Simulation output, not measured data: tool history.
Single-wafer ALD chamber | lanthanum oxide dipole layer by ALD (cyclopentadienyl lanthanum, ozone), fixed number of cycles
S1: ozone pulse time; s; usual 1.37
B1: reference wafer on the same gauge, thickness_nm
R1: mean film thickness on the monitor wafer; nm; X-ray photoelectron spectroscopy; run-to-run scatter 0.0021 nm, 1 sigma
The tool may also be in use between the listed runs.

run	hour	S1	B1	R1
1	0.0	1.37	0.505	0.527
2	29.0	1.37	0.504	0.526
3	50.6	1.37	0.505	0.531
4	77.2	1.37	0.503	0.534
5	105.7	1.37	0.504	0.530
# hour 139.3: ozone generator serviced
# hour 146.2: thermocouple changed; heater temperature recalibrated
6	146.7	1.37	0.503	0.531
7	153.5	1.37	0.505	0.528
8	177.0	1.37	0.504	0.528

What does the tool deliver on the next run?
# hour 199.7: gauge calibrated
9	206.0	1.37	?	?

Run 9 measured B1 0.503, R1 0.525 nm.
Without the tool's hidden state the same run would have given R1 0.525 nm.
